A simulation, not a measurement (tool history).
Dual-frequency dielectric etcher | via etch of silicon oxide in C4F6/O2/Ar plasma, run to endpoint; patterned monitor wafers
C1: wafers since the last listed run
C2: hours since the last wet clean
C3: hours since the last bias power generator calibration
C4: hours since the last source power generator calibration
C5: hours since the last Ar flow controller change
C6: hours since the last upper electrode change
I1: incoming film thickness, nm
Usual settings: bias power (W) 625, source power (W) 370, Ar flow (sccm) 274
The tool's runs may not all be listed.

{"run": 1, "hour": 0.0, "bias power (W)": 590, "source power (W)": 370, "Ar flow (sccm)": 274, "C1": 0, "C2": 189.7, "C3": 3844.4, "C4": 3277.8, "C5": 4579.5, "C6": 3859.4, "I1": 148.4, "endpoint time (s)": 30.5}
{"run": 2, "hour": 47.8, "bias power (W)": 625, "source power (W)": 370, "Ar flow (sccm)": 274, "C1": 689, "C2": 237.5, "C3": 3892.2, "C4": 3325.6, "C5": 4627.3, "C6": 3907.2, "I1": 150.5, "endpoint time (s)": 29.5}
{"run": 3, "hour": 86.1, "bias power (W)": 625, "source power (W)": 370, "Ar flow (sccm)": 274, "C1": 552, "C2": 275.8, "C3": 3930.5, "C4": 3363.9, "C5": 4665.6, "C6": 3945.5, "I1": 150.1, "endpoint time (s)": 29.5}
{"run": 4, "hour": 136.3, "bias power (W)": 625, "source power (W)": 370, "Ar flow (sccm)": 274, "C1": 723, "C2": 326.0, "C3": 3980.7, "C4": 3414.1, "C5": 4715.8, "C6": 3995.7, "I1": 149.0, "endpoint time (s)": 29.2}
{"hour": 162.6, "done": "wet clean of the chamber"}
{"run": 5, "hour": 200.3, "bias power (W)": 625, "source power (W)": 370, "Ar flow (sccm)": 274, "C1": 576, "C2": 37.7, "C3": 4044.7, "C4": 3478.1, "C5": 4779.8, "C6": 4059.7, "I1": 151.8, "endpoint time (s)": 30.6}
{"hour": 226.8, "done": "bias power generator calibrated"}
{"run": 6, "hour": 230.5, "bias power (W)": 625, "source power (W)": 370, "Ar flow (sccm)": 274, "C1": 377, "C2": 67.9, "C3": 3.7, "C4": 3508.3, "C5": 4810.0, "C6": 4089.9, "I1": 148.4, "endpoint time (s)": 29.6}
{"run": 7, "hour": 260.3, "bias power (W)": 625, "source power (W)": 370, "Ar flow (sccm)": 274, "C1": 429, "C2": 97.7, "C3": 33.5, "C4": 3538.1, "C5": 4839.8, "C6": 4119.7, "I1": 150.0, "endpoint time (s)": 29.9}
{"run": 8, "hour": 326.3, "bias power (W)": 625, "source power (W)": 440, "Ar flow (sccm)": 274, "C1": 951, "C2": 163.7, "C3": 99.5, "C4": 3604.1, "C5": 4905.8, "C6": 4185.7, "I1": 150.3, "endpoint time (s)": 27.6}
{"hour": 401.4, "done": "upper electrode replaced"}
{"run": 9, "hour": 401.9, "bias power (W)": 625, "source power (W)": 370, "Ar flow (sccm)": 274, "C1": 743, "C2": 239.3, "C3": 175.1, "C4": 3679.7, "C5": 4981.4, "C6": 0.5, "I1": 150.2, "endpoint time (s)": 29.5}
{"run": 10, "hour": 441.0, "bias power (W)": 570, "source power (W)": 440, "Ar flow (sccm)": 251, "C1": 563, "C2": 278.4, "C3": 214.2, "C4": 3718.8, "C5": 5020.5, "C6": 39.6, "I1": 149.4, "endpoint time (s)": 28.1}
{"hour": 448.0, "done": "source power generator calibrated"}
{"hour": 506.3, "done": "wet clean of the chamber"}
{"run": 11, "hour": 506.8, "bias power (W)": 625, "source power (W)": 370, "Ar flow (sccm)": 274, "C1": 544, "C2": 0.5, "C3": 280.0, "C4": 58.8, "C5": 5086.3, "C6": 105.4, "I1": 149.9, "endpoint time (s)": 29.8}
{"run": 12, "hour": 525.8, "bias power (W)": 511, "source power (W)": 450, "Ar flow (sccm)": 209, "C1": 273, "C2": 19.5, "C3": 299.0, "C4": 77.8, "C5": 5105.3, "C6": 124.4, "I1": 150.2, "endpoint time (s)": 30.0}
{"hour": 540.8, "done": "Ar flow controller replaced"}
{"run": 13, "hour": 563.0, "bias power (W)": 532, "source power (W)": 310, "Ar flow (sccm)": 256, "C1": 449, "C2": 56.7, "C3": 336.2, "C4": 115.0, "C5": 22.2, "C6": 161.6, "I1": 150.2, "endpoint time (s)": 35.7}
{"run": 14, "hour": 630.3, "bias power (W)": 552, "source power (W)": 310, "Ar flow (sccm)": 274, "C1": 970, "C2": 124.0, "C3": 403.5, "C4": 182.3, "C5": 89.5, "C6": 228.9, "I1": 151.2, "endpoint time (s)": 35.1}
{"run": 15, "hour": 681.1, "bias power (W)": 625, "source power (W)": 370, "Ar flow (sccm)": 274, "C1": 732, "C2": 174.8, "C3": 454.3, "C4": 233.1, "C5": 140.3, "C6": 279.7, "I1": 151.2, "endpoint time (s)": 29.8}
{"run": 16, "hour": 705.2, "bias power (W)": 569, "source power (W)": 400, "Ar flow (sccm)": 274, "C1": 347, "C2": 198.9, "C3": 478.4, "C4": 257.2, "C5": 164.4, "C6": 303.8, "I1": 149.0, "endpoint time (s)": 29.7}

Measured less the same run without the tool's hidden state. The same run-to-run variation is in both; the gauge's scatter may not be:
The hidden state here: etch rate over this chamber's usual, %; bias power that arrives over what is set, %; source power that arrives over what is set, %; Ar flow that arrives over what is set, %.
run=1 endpoint_time_(s)=-0.5
run=2 endpoint_time_(s)=-0.7
run=3 endpoint_time_(s)=-0.8
run=4 endpoint_time_(s)=-0.8
run=5 endpoint_time_(s)=-0.1
run=6 endpoint_time_(s)=-0.1
run=7 endpoint_time_(s)=-0.3
run=8 endpoint_time_(s)=-0.4
run=9 endpoint_time_(s)=-0.6
run=10 endpoint_time_(s)=-0.7
run=11 endpoint_time_(s)=-0.1
run=12 endpoint_time_(s)=-0.2
run=13 endpoint_time_(s)=-0.4
run=14 endpoint_time_(s)=-0.6
run=15 endpoint_time_(s)=-0.6
run=16 endpoint_time_(s)=-0.6
